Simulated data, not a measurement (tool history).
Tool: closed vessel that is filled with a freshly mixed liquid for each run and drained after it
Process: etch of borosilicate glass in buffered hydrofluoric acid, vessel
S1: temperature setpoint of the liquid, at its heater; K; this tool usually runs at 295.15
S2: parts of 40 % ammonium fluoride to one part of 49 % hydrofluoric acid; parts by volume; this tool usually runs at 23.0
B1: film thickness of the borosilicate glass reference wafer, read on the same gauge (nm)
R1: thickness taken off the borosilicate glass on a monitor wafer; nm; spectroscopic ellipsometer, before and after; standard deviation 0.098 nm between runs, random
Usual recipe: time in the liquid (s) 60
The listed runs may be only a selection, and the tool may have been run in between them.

run 1 day=0.000 | S1=297.15 S2=23.0 time_in_the_liquid_(s)=40 | B1=69.99 | R1=23.48
run 2 day=2.538 | S1=297.15 S2=23.0 time_in_the_liquid_(s)=40 | B1=69.95 | R1=23.57
run 3 day=5.862 | S1=295.15 S2=23.0 time_in_the_liquid_(s)=60 | B1=69.98 | R1=31.72
run 4 day=7.842 | S1=295.15 S2=23.0 time_in_the_liquid_(s)=60 | B1=70.00 | R1=31.53
run 5 day=11.546 | S1=295.15 S2=23.0 time_in_the_liquid_(s)=60 | B1=70.01 | R1=31.70
run 6 day=13.521 | S1=295.15 S2=23.0 time_in_the_liquid_(s)=60 | B1=69.95 | R1=31.52
run 7 day=15.567 | S1=295.15 S2=23.0 time_in_the_liquid_(s)=60 | B1=70.00 | R1=31.64
run 8 day=18.279 | S1=295.15 S2=23.0 time_in_the_liquid_(s)=60 | B1=69.99 | R1=31.74
run 9 day=21.192 | S1=298.15 S2=23.0 time_in_the_liquid_(s)=60 | B1=70.03 | R1=37.29
run 10 day=23.746 | S1=298.15 S2=23.0 time_in_the_liquid_(s)=60 | B1=69.98 | R1=37.23
-- day=24.688 gauge calibrated
run 11 day=26.371 | S1=298.15 S2=23.0 time_in_the_liquid_(s)=60 | B1=69.98 | R1=36.89
-- day=37.667 thermometer replaced
run 12 day=39.467 | S1=295.15 S2=23.0 time_in_the_liquid_(s)=70 | B1=69.97 | R1=37.46
-- day=42.638 hydrofluoric acid flow meter replaced
run 13 day=42.658 | S1=295.15 S2=23.0 time_in_the_liquid_(s)=60 | B1=70.01 | R1=32.09
run 14 day=45.858 | S1=295.15 S2=30.0 time_in_the_liquid_(s)=85 | B1=69.98 | R1=37.68
run 15 day=48.154 | S1=295.15 S2=23.0 time_in_the_liquid_(s)=60 | B1=70.02 | R1=32.02
run 16 day=51.488 | S1=293.15 S2=23.0 time_in_the_liquid_(s)=60 | B1=69.97 | R1=28.80
run 17 day=53.429 | S1=295.15 S2=14.5 time_in_the_liquid_(s)=85 | B1=70.00 | R1=68.72
run 18 day=55.538 | S1=299.15 S2=30.0 time_in_the_liquid_(s)=70 | B1=70.02 | R1=38.45
run 19 day=59.429 | S1=295.15 S2=23.0 time_in_the_liquid_(s)=60 | B1=69.99 | R1=31.92
run 20 day=61.675 | S1=295.15 S2=23.0 time_in_the_liquid_(s)=60 | B1=69.98 | R1=31.94
run 21 day=64.304 | S1=295.15 S2=14.5 time_in_the_liquid_(s)=60 | B1=69.99 | R1=48.26
run 22 day=66.271 | S1=295.15 S2=23.0 time_in_the_liquid_(s)=95 | B1=69.98 | R1=50.40

Here are 3 independent what-if runs from the current tool condition. What would each one return?
run A day=66.300 | S1=295.15 S2=23.0 time_in_the_liquid_(s)=60 | B1=? | R1=?
run B day=66.300 | S1=293.65 S2=20.0 time_in_the_liquid_(s)=90 | B1=? | R1=?
run C day=66.300 | S1=292.65 S2=15.0 time_in_the_liquid_(s)=75 | B1=? | R1=?

run=A B1=69.98 R1=31.91
run=B B1=69.98 R1=48.58
run=C B1=69.98 R1=50.99
What these runs would have given with no unlogged condition in the tool:
run=A R1=32.38
run=B R1=49.31
run=C R1=51.75
